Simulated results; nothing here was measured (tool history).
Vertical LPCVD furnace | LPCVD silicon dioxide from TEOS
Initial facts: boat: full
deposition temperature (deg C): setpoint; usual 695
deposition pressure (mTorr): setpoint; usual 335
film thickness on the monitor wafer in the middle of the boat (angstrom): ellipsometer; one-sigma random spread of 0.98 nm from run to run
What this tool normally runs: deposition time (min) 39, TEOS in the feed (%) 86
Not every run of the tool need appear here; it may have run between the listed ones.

run	day	deposition temperature (deg C)	deposition pressure (mTorr)	deposition time (min)	TEOS in the feed (%)	read-back reference wafer on the same gauge, thickness	film thickness on the monitor wafer in the middle of the boat (angstrom)
1	0	695	335	39	86	290.67	2840.5
2	0.817	695	335	39	93	290.41	2960.6
3	1.767	695	335	39	93	290.79	2971.6
4	3.038	695	335	39	93	291.18	2957.4
5	4.271	695	335	39	86	291.84	2857.4
6	5	695	335	39	86	291.89	2856.1
7	6.446	695	335	34	86	292.14	2507.4
8	7.875	695	335	34	86	292.98	2502.7
9	8.888	695	335	34	86	293.12	2517.1
10	9.429	695	275	39	86	293.55	2602.6
11	10.325	695	275	39	86	294.31	2615.1
# day 11.329: gauge calibrated
# day 11.333: TEOS flow controller replaced
# day 12.042: thermocouples replaced and temperature profile calibrated
12	12.062	695	310	39	86	289.33	2737.5
13	12.812	695	335	39	97	289.68	3018.9
14	14.046	701	285	31	86	290.03	2400.4
15	15.383	688	355	29	96	289.98	1947
# day 16.762: pressure gauge zeroed
16	16.783	695	335	39	86	289.78	2834.8
17	17.617	695	270	39	86	290.36	2549.5
18	18.558	691	335	39	80	290.44	2493.9
19	19.542	695	335	39	86	290.12	2872.4
20	20.471	695	335	39	86	290.7	2868
21	21.221	695	400	39	77	291.14	2956.5
22	21.942	704	365	23.5	86	290.92	2215.1
23	22.908	695	335	39	86	290.99	2852.7
24	24.4	695	335	39	73	291.65	2630.4
25	25.304	695	375	33.5	71	291.65	2366.9

Selected run-to-run steps in film thickness on the monitor wafer in the middle of the boat (angstrom), each split into two signed amounts: the part the tool would show with no hidden state at all (from settings, incoming material and random variation), and the remainder, which goes to the hidden state together with any gauge scatter not common to the measured and the hidden-state-free results:
Hidden state present: true tube temperature minus thermocouple reading, K; true pressure minus gauge reading, mTorr; deviation of the TEOS flow from its setpoint, %; gauge reads high (%).
Run 11 -> 12: deposition pressure (mTorr) 275 -> 310, gauge calibrated, TEOS flow controller replaced, thermocouples replaced and temperature profile calibrated. film thickness on the monitor wafer in the middle of the boat (angstrom) +122.4: hidden state -38.9, all else +161.3.
Run 15 -> 16: deposition temperature (deg C) 688 -> 695, deposition pressure (mTorr) 355 -> 335, deposition time (min) 29 -> 39, TEOS in the feed (%) 96 -> 86, pressure gauge zeroed. film thickness on the monitor wafer in the middle of the boat (angstrom) +887.8: hidden state +1.1, all else +886.7.
Run 21 -> 22: deposition temperature (deg C) 695 -> 704, deposition pressure (mTorr) 400 -> 365, deposition time (min) 39 -> 23.5, TEOS in the feed (%) 77 -> 86. film thickness on the monitor wafer in the middle of the boat (angstrom) -741.4: hidden state -0.8, all else -740.6.
Run 22 -> 23: deposition temperature (deg C) 704 -> 695, deposition pressure (mTorr) 365 -> 335, deposition time (min) 23.5 -> 39. film thickness on the monitor wafer in the middle of the boat (angstrom) +637.6: hidden state +5, all else +632.6.
